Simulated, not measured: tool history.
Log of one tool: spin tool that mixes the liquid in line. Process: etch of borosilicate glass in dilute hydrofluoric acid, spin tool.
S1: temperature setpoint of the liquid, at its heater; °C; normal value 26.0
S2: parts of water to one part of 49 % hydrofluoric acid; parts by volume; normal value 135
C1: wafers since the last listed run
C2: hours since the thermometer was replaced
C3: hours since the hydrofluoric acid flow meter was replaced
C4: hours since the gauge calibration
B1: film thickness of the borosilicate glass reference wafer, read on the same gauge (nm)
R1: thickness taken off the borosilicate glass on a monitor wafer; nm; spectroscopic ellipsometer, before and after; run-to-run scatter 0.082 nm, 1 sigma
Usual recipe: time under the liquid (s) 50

{"run": 1, "day": 0.0, "S1": 26.0, "S2": 135, "time under the liquid (s)": 70, "C1": 0, "C2": 359.5, "C3": 1150.5, "C4": 533.6, "B1": 71.22, "R1": 18.16}
{"run": 2, "day": 3.454, "S1": 26.0, "S2": 135, "time under the liquid (s)": 70, "C1": 1352, "C2": 442.4, "C3": 1233.4, "C4": 616.5, "B1": 71.71, "R1": 18.45}
{"day": 4.671, "done": "gauge calibrated"}
{"run": 3, "day": 6.162, "S1": 26.0, "S2": 135, "time under the liquid (s)": 70, "C1": 1060, "C2": 507.4, "C3": 1298.4, "C4": 35.8, "B1": 70.1, "R1": 18.17}
{"run": 4, "day": 10.629, "S1": 26.0, "S2": 135, "time under the liquid (s)": 50, "C1": 1748, "C2": 614.6, "C3": 1405.6, "C4": 143.0, "B1": 70.19, "R1": 12.96}
{"run": 5, "day": 14.654, "S1": 26.0, "S2": 135, "time under the liquid (s)": 50, "C1": 1575, "C2": 711.2, "C3": 1502.2, "C4": 239.6, "B1": 70.37, "R1": 12.78}
{"day": 16.067, "done": "thermometer replaced"}
{"run": 6, "day": 17.746, "S1": 26.0, "S2": 135, "time under the liquid (s)": 50, "C1": 1193, "C2": 40.3, "C3": 1576.4, "C4": 313.8, "B1": 70.55, "R1": 13.12}
{"run": 7, "day": 20.142, "S1": 26.0, "S2": 135, "time under the liquid (s)": 50, "C1": 937, "C2": 97.8, "C3": 1633.9, "C4": 371.3, "B1": 70.77, "R1": 13.0}
{"run": 8, "day": 23.254, "S1": 23.0, "S2": 170, "time under the liquid (s)": 50, "C1": 1218, "C2": 172.5, "C3": 1708.6, "C4": 446.0, "B1": 71.08, "R1": 8.95}
{"run": 9, "day": 25.862, "S1": 26.0, "S2": 135, "time under the liquid (s)": 70, "C1": 1021, "C2": 235.1, "C3": 1771.2, "C4": 508.6, "B1": 71.36, "R1": 18.32}
{"run": 10, "day": 27.567, "S1": 26.0, "S2": 135, "time under the liquid (s)": 50, "C1": 667, "C2": 276.0, "C3": 1812.1, "C4": 549.5, "B1": 71.58, "R1": 13.07}
{"day": 28.738, "done": "hydrofluoric acid flow meter replaced"}
{"run": 11, "day": 29.104, "S1": 26.0, "S2": 155, "time under the liquid (s)": 50, "C1": 585, "C2": 312.9, "C3": 8.8, "C4": 586.4, "B1": 71.78, "R1": 11.23}
{"day": 30.208, "done": "gauge calibrated"}
{"run": 12, "day": 33.346, "S1": 30.5, "S2": 155, "time under the liquid (s)": 75, "C1": 1660, "C2": 414.7, "C3": 110.6, "C4": 75.3, "B1": 69.9, "R1": 19.01}
{"run": 13, "day": 37.538, "S1": 23.0, "S2": 135, "time under the liquid (s)": 50, "C1": 1640, "C2": 515.3, "C3": 211.2, "C4": 175.9, "B1": 70.05, "R1": 11.53}
{"run": 14, "day": 39.267, "S1": 26.0, "S2": 110, "time under the liquid (s)": 50, "C1": 676, "C2": 556.8, "C3": 252.7, "C4": 217.4, "B1": 70.1, "R1": 16.46}
{"run": 15, "day": 42.242, "S1": 23.5, "S2": 85, "time under the liquid (s)": 50, "C1": 1164, "C2": 628.2, "C3": 324.1, "C4": 288.8, "B1": 70.28, "R1": 19.58}

What if the next run were any one of these 5? Each begins from the tool's condition after run 15:
{"run": "A", "day": 42.258, "S1": 23.5, "S2": 135, "time under the liquid (s)": 50, "C1": 6, "C2": 628.6, "C3": 324.5, "C4": 289.2, "B1": "?", "R1": "?"}
{"run": "B", "day": 42.258, "S1": 26.0, "S2": 180, "time under the liquid (s)": 50, "C1": 6, "C2": 628.6, "C3": 324.5, "C4": 289.2, "B1": "?", "R1": "?"}
{"run": "C", "day": 42.258, "S1": 26.0, "S2": 135, "time under the liquid (s)": 40, "C1": 6, "C2": 628.6, "C3": 324.5, "C4": 289.2, "B1": "?", "R1": "?"}
{"run": "D", "day": 42.258, "S1": 21.0, "S2": 175, "time under the liquid (s)": 65, "C1": 6, "C2": 628.6, "C3": 324.5, "C4": 289.2, "B1": "?", "R1": "?"}
{"run": "E", "day": 42.258, "S1": 24.5, "S2": 190, "time under the liquid (s)": 50, "C1": 6, "C2": 628.6, "C3": 324.5, "C4": 289.2, "B1": "?", "R1": "?"}

run=A B1=70.30 R1=11.66
run=B B1=70.30 R1=9.12
run=C B1=70.30 R1=10.26
run=D B1=70.30 R1=10.16
run=E B1=70.30 R1=8.09
Take away the tool's hidden state, keep each run's random variation, and the runs would have read:
run=A R1=11.61
run=B R1=9.08
run=C R1=10.22
run=D R1=10.11
run=E R1=8.05
